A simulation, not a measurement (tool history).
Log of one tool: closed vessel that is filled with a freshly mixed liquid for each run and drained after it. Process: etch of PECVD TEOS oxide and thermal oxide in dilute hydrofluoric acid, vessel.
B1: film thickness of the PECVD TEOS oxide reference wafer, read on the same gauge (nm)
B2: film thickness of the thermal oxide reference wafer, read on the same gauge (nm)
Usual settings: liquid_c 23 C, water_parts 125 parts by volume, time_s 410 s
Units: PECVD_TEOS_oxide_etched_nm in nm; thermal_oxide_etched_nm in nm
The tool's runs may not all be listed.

run 1 day=0 | liquid_c=23 water_parts=125 time_s=410 | B1=50.02 B2=130 | PECVD_TEOS_oxide_etched_nm=45.21 thermal_oxide_etched_nm=15.41
run 2 day=1.438 | liquid_c=23 water_parts=125 time_s=410 | B1=49.98 B2=130.01 | PECVD_TEOS_oxide_etched_nm=45.57 thermal_oxide_etched_nm=15.52
run 3 day=2.329 | liquid_c=23 water_parts=125 time_s=410 | B1=50 B2=129.98 | PECVD_TEOS_oxide_etched_nm=45.54 thermal_oxide_etched_nm=15.55
run 4 day=3.633 | liquid_c=23 water_parts=125 time_s=410 | B1=50.02 B2=130.01 | PECVD_TEOS_oxide_etched_nm=45.82 thermal_oxide_etched_nm=15.42
-- day=4.662 hydrofluoric acid flow meter replaced
run 5 day=7.212 | liquid_c=23 water_parts=125 time_s=410 | B1=50.02 B2=130.01 | PECVD_TEOS_oxide_etched_nm=42.26 thermal_oxide_etched_nm=14.49
run 6 day=7.921 | liquid_c=23 water_parts=125 time_s=600 | B1=49.97 B2=129.98 | PECVD_TEOS_oxide_etched_nm=61.72 thermal_oxide_etched_nm=21.01
run 7 day=8.892 | liquid_c=23 water_parts=125 time_s=600 | B1=50.01 B2=130 | PECVD_TEOS_oxide_etched_nm=62.76 thermal_oxide_etched_nm=21.17
-- day=9.025 thermometer replaced
-- day=9.554 gauge calibrated
run 8 day=9.812 | liquid_c=19.5 water_parts=100 time_s=280 | B1=49.98 B2=129.99 | PECVD_TEOS_oxide_etched_nm=32.46 thermal_oxide_etched_nm=10.87
run 9 day=10.625 | liquid_c=20.5 water_parts=75 time_s=240 | B1=49.97 B2=129.98 | PECVD_TEOS_oxide_etched_nm=39.65 thermal_oxide_etched_nm=13.66
run 10 day=11.517 | liquid_c=21.5 water_parts=125 time_s=350 | B1=50.03 B2=130 | PECVD_TEOS_oxide_etched_nm=34.21 thermal_oxide_etched_nm=11.62
run 11 day=12.933 | liquid_c=23 water_parts=125 time_s=410 | B1=50 B2=130 | PECVD_TEOS_oxide_etched_nm=42.92 thermal_oxide_etched_nm=14.67
run 12 day=13.708 | liquid_c=19 water_parts=125 time_s=565 | B1=50.01 B2=130.02 | PECVD_TEOS_oxide_etched_nm=50.24 thermal_oxide_etched_nm=17.13
run 13 day=14.812 | liquid_c=26 water_parts=125 time_s=410 | B1=50.03 B2=129.99 | PECVD_TEOS_oxide_etched_nm=48.16 thermal_oxide_etched_nm=16.6
run 14 day=15.596 | liquid_c=23 water_parts=125 time_s=410 | B1=50.02 B2=129.99 | PECVD_TEOS_oxide_etched_nm=42.77 thermal_oxide_etched_nm=14.76
run 15 day=16.654 | liquid_c=23 water_parts=85 time_s=330 | B1=50.02 B2=130 | PECVD_TEOS_oxide_etched_nm=53.2 thermal_oxide_etched_nm=18.22
run 16 day=17.708 | liquid_c=26 water_parts=165 time_s=595 | B1=50.03 B2=130.01 | PECVD_TEOS_oxide_etched_nm=50.95 thermal_oxide_etched_nm=17.33
run 17 day=18.829 | liquid_c=21 water_parts=100 time_s=335 | B1=50.01 B2=130.02 | PECVD_TEOS_oxide_etched_nm=41.89 thermal_oxide_etched_nm=14.53
run 18 day=19.483 | liquid_c=25.5 water_parts=70 time_s=410 | B1=49.99 B2=129.99 | PECVD_TEOS_oxide_etched_nm=90.81 thermal_oxide_etched_nm=31.2
run 19 day=20.433 | liquid_c=24.5 water_parts=65 time_s=330 | B1=50.03 B2=130 | PECVD_TEOS_oxide_etched_nm=76.51 thermal_oxide_etched_nm=26.22
run 20 day=20.938 | liquid_c=28 water_parts=95 time_s=410 | B1=50.02 B2=129.98 | PECVD_TEOS_oxide_etched_nm=71.83 thermal_oxide_etched_nm=24.48
run 21 day=21.475 | liquid_c=23 water_parts=125 time_s=410 | B1=49.96 B2=130 | PECVD_TEOS_oxide_etched_nm=43.89 thermal_oxide_etched_nm=14.78
run 22 day=22.517 | liquid_c=23 water_parts=125 time_s=275 | B1=50 B2=129.99 | PECVD_TEOS_oxide_etched_nm=29.12 thermal_oxide_etched_nm=9.9
run 23 day=23.758 | liquid_c=24.5 water_parts=155 time_s=335 | B1=50.03 B2=130 | PECVD_TEOS_oxide_etched_nm=29.42 thermal_oxide_etched_nm=10.14
run 24 day=24.533 | liquid_c=23 water_parts=155 time_s=410 | B1=50.03 B2=130 | PECVD_TEOS_oxide_etched_nm=34.14 thermal_oxide_etched_nm=11.68
run 25 day=25.425 | liquid_c=23 water_parts=90 time_s=410 | B1=50.02 B2=129.99 | PECVD_TEOS_oxide_etched_nm=62.82 thermal_oxide_etched_nm=21.86

Some steps in PECVD_TEOS_oxide_etched_nm between neighbouring runs. How much of each would the tool show without its hidden state too (settings, what came in, random variation), and how much is left for the hidden state, with any gauge scatter that isn't in both results?
The hidden state here: liquid hotter than its thermometer reads (K); hydrofluoric acid flow above the setpoint (%); gauge reads high (%).
Run 4 -> 5: hydrofluoric acid flow meter replaced. PECVD_TEOS_oxide_etched_nm -3.56 nm: hidden state -3.18, all else -0.38.
Run 7 -> 8: liquid_c 23 -> 19.5, water_parts 125 -> 100, time_s 600 -> 280, thermometer replaced, gauge calibrated. PECVD_TEOS_oxide_etched_nm -30.3 nm: hidden state -0.16, all else -30.14.
Run 17 -> 18: liquid_c 21 -> 25.5, water_parts 100 -> 70, time_s 335 -> 410. PECVD_TEOS_oxide_etched_nm +48.92 nm: hidden state +1.09, all else +47.83.
